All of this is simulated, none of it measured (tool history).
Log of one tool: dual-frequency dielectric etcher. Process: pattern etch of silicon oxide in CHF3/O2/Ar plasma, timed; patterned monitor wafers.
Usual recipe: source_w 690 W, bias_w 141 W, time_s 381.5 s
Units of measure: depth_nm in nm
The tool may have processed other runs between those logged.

run,hour,source_w,bias_w,time_s,"read-back reference wafer on the same gauge, depth_nm",depth_nm
1,0.0,690,122,312.0,610.5,551.7
2,36.7,740,141,312.0,610.9,605.5
3,74.6,740,141,312.0,610.3,607.7
4,128.1,690,141,381.5,611.1,719.7
# hour 162.8: source power generator calibrated
5,181.3,690,141,381.5,610.0,728.8
# hour 219.2: upper electrode replaced
6,285.9,690,141,381.5,611.0,715.8
# hour 376.5: bias power generator calibrated
7,385.3,690,161,381.5,611.5,770.4
8,454.1,690,141,381.5,611.7,729.8
# hour 523.7: wet clean of the chamber
9,555.7,690,141,381.5,611.1,724.7
10,593.1,580,122,381.5,610.7,636.0
# hour 602.1: gauge calibrated
11,634.5,580,122,381.5,597.2,626.2
12,707.7,690,141,381.5,597.8,708.4
13,780.1,800,126,305.0,599.5,561.9
14,832.5,800,151,299.0,600.1,605.9
15,923.7,690,141,381.5,602.0,709.1
16,995.5,690,141,381.5,603.4,706.5
# hour 1084.3: wet clean of the chamber
17,1084.8,690,170,381.5,603.8,781.0
18,1133.5,630,155,329.0,603.9,628.9
19,1232.8,750,160,381.5,604.7,781.5
20,1269.6,690,121,332.0,605.1,573.7
21,1322.1,690,157,381.5,605.0,759.9
22,1399.8,750,141,489.5,606.0,937.0
23,1475.9,690,151,297.0,607.2,579.1
# hour 1570.7: wet clean of the chamber
24,1571.2,690,155,413.5,606.8,814.3
25,1607.4,690,141,381.5,607.3,716.9
26,1653.3,690,141,309.0,607.2,587.6
27,1736.9,840,161,325.5,608.1,695.1
28,1785.0,750,141,429.0,608.7,837.1
29,1870.8,820,141,441.5,608.8,883.7

Some steps in depth_nm between neighbouring runs. How much of each would the tool show without its hidden state too (settings, what came in, random variation), and how much is left for the hidden state, with any gauge scatter that isn't in both results?
Hidden state at play: etch rate over this chamber's usual, %; source power that arrives over what is set, %; bias power that arrives over what is set, %; gauge reads high (%).
Run 10 -> 11: gauge calibrated. depth_nm -9.8 nm: hidden state -13.6, all else +3.8.
Run 22 -> 23: source_w 750 -> 690, bias_w 141 -> 151, time_s 489.5 -> 297.0. depth_nm -357.9 nm: hidden state -4.4, all else -353.5.
Run 23 -> 24: bias_w 151 -> 155, time_s 297.0 -> 413.5, wet clean of the chamber. depth_nm +235.2 nm: hidden state +4.0, all else +231.2.
